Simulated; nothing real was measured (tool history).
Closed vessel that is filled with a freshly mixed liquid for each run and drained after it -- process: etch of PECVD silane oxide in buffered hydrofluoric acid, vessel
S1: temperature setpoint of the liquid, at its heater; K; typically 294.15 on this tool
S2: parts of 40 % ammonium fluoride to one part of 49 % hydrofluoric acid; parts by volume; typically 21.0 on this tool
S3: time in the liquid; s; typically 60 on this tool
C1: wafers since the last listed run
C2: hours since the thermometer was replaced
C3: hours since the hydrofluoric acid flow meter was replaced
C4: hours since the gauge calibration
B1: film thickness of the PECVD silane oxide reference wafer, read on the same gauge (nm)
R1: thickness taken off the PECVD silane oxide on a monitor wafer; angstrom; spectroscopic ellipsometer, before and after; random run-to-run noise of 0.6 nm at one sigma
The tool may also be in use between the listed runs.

run,hour,S1,S2,S3,C1,C2,C3,C4,B1,R1
1,0.0,294.15,21.0,60,0,1731.1,1707.4,241.8,40.01,713.9
2,35.3,294.15,21.0,60,4278,1766.4,1742.7,277.1,39.98,701.1
3,64.9,294.15,21.0,60,3587,1796.0,1772.3,306.7,39.97,690.5
4,116.3,294.15,21.0,60,6230,1847.4,1823.7,358.1,39.99,698.0
5,149.0,294.15,21.0,60,3963,1880.1,1856.4,390.8,40.03,693.8
6,195.1,294.15,25.0,60,5587,1926.2,1902.5,436.9,40.00,620.6
7,254.7,294.15,25.0,60,7224,1985.8,1962.1,496.5,40.01,615.3
8,321.1,294.15,25.0,60,8048,2052.2,2028.5,562.9,39.97,615.7
9,371.5,294.15,21.0,60,6109,2102.6,2078.9,613.3,40.00,696.0
10,427.0,294.15,26.0,75,6727,2158.1,2134.4,668.8,40.01,756.9
11,459.4,294.15,26.0,75,3927,2190.5,2166.8,701.2,40.02,749.4
12,516.3,294.15,24.5,60,6897,2247.4,2223.7,758.1,40.01,630.4
13,544.8,294.15,24.5,60,3454,2275.9,2252.2,786.6,39.98,634.8
# hour 580.7: hydrofluoric acid flow meter replaced
14,608.2,294.15,21.0,75,7563,2339.3,27.5,850.0,39.97,941.6
15,663.0,294.15,21.0,60,6642,2394.1,82.3,904.8,40.01,739.4
16,704.3,291.15,28.5,60,5006,2435.4,123.6,946.1,40.01,509.6
17,768.4,294.15,13.0,70,7769,2499.5,187.7,1010.2,39.99,1375.6
18,797.8,294.15,17.5,60,3563,2528.9,217.1,1039.6,40.00,864.8
19,840.0,298.15,21.0,40,5115,2571.1,259.3,1081.8,40.02,614.9
20,898.7,294.15,21.0,60,7115,2629.8,318.0,1140.5,39.96,764.7
21,923.5,299.15,15.5,60,3006,2654.6,342.8,1165.3,40.00,1300.0
# hour 1018.9: thermometer replaced
22,1080.9,292.65,23.5,50,18957,62.0,500.2,1322.7,40.00,501.6
# hour 1086.6: gauge calibrated
23,1106.2,294.15,21.0,60,3066,87.3,525.5,19.6,40.00,707.6
24,1165.9,298.15,14.0,70,7236,147.0,585.2,79.3,40.01,1465.2
25,1235.5,290.15,21.0,60,8436,216.6,654.8,148.9,40.01,555.2
26,1286.8,294.15,21.0,60,6218,267.9,706.1,200.2,40.02,695.5
27,1320.3,291.15,27.0,45,4060,301.4,739.6,233.7,40.01,373.6
28,1511.6,292.15,18.0,70,23188,492.7,930.9,425.0,40.00,819.9

Alternative continuations, all from the tool just after run 28; predict every row:
A,1512.3,294.15,29.5,60,84,493.4,931.6,425.7,?,?
B,1512.3,294.15,28.5,60,84,493.4,931.6,425.7,?,?
C,1512.3,298.15,26.0,40,84,493.4,931.6,425.7,?,?

run,B1,R1
A,39.98,544.0
B,39.98,562.6
C,39.98,499.2
Stripped of hidden state, with their random variation kept, the same runs would have yielded:
run,R1
A,563.6
B,577.2
C,511.4

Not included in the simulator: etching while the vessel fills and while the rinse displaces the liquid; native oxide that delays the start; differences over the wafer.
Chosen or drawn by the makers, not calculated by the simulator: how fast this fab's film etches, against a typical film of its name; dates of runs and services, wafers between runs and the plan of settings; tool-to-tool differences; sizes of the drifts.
